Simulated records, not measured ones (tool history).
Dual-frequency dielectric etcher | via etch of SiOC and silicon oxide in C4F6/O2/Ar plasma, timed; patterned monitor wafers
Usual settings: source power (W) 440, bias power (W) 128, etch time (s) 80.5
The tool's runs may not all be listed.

run,hour,source power (W),bias power (W),etch time (s),"read-back reference wafer on the same gauge, depth_nm",mean etch depth across the wafer (Å)
1,0.0,360,128,80.5,72.4,709
2,65.5,440,128,80.5,72.2,799
3,91.2,440,128,80.5,72.3,801
4,138.4,440,128,80.5,72.0,801
# hour 143.4: source power generator calibrated
5,216.0,440,146,80.5,71.8,820
6,269.8,440,128,80.5,71.6,792
# hour 320.1: bias power generator calibrated
7,339.0,440,144,80.5,71.4,817
# hour 380.9: wet clean of the chamber
8,396.9,440,144,80.5,71.2,802
9,437.0,440,150,80.5,70.9,819
10,481.2,360,128,80.5,70.9,688
11,551.1,440,128,62.5,70.6,606
12,611.3,530,158,91.0,70.2,1044
13,706.2,500,128,67.0,69.7,689
14,739.7,500,143,88.0,69.6,931
15,771.2,400,144,61.0,69.4,566
16,823.7,540,128,88.0,69.1,954
# hour 882.2: wet clean of the chamber
17,929.9,380,114,67.5,68.5,568
# hour 961.7: gauge calibrated
# hour 984.2: upper electrode replaced
18,984.7,440,128,80.5,73.7,816
19,1017.2,380,150,80.5,73.5,762
20,1166.0,440,153,80.5,73.3,839
21,1191.6,440,139,60.5,73.4,621
22,1231.3,490,117,92.0,73.4,974
23,1272.3,390,156,80.5,73.4,787
24,1296.5,440,128,80.5,73.3,812
# hour 1380.3: wet clean of the chamber
25,1380.8,380,128,80.5,73.1,747
26,1411.9,530,128,90.5,73.1,1018
27,1480.7,440,128,80.5,73.1,812
28,1521.8,440,128,80.5,72.8,808
29,1581.9,440,128,73.0,72.7,726

What the log doesn't show, run by run:
etch rate over this chamber's usual, %: 0 in every run
source power that arrives over what is set, %: 0 in every run
bias power that arrives over what is set, %: 0 in every run
H1: gauge reads high (%)
run,H1
1,-1.77
2,-1.99
3,-2.08
4,-2.26
5,-2.58
6,-2.82
7,-3.15
8,-3.45
9,-3.67
10,-3.92
11,-4.34
12,-4.72
13,-5.36
14,-5.6
15,-5.83
16,-6.22
17,-7.07
18,-0.226
19,-0.233
20,-0.339
21,-0.37
22,-0.425
23,-0.49
24,-0.533
25,-0.708
26,-0.782
27,-0.965
28,-1.09
29,-1.28
